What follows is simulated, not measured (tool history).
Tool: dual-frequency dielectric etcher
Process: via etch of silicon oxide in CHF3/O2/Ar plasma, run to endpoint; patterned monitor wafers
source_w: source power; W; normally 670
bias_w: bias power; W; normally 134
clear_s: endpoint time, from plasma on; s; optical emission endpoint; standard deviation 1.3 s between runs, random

run	hour	source_w	bias_w	incoming incoming film thickness, nm	clear_s
1	0	670	134	564	287.6
2	80.1	670	134	570.4	291.5
3	142	670	134	572	291.7
4	238.4	670	134	564.3	289.6
5	285.6	670	134	560	288.5
6	335.4	670	134	565.2	293.4
# hour 408.8: wet clean of the chamber
7	409.3	670	134	571.7	289.1
8	439.7	670	134	570.7	288.7
# hour 456.1: source power generator calibrated
# hour 518.6: bias power generator calibrated
9	526.8	530	157	566.9	309
10	592.9	540	122	562.9	319.9
11	639.6	670	123	561.4	293.2
# hour 704.1: upper electrode replaced, of another model than before
12	825.3	770	121	562	272
13	913.3	730	134	563.8	278.5

What will run 14 give?
14	968.1	670	134	564.2	?

Logged for run 14: clear_s 292.6 s.
With the hidden condition absent and the run-to-run variation left alone, this run would have shown clear_s 284.1 s.
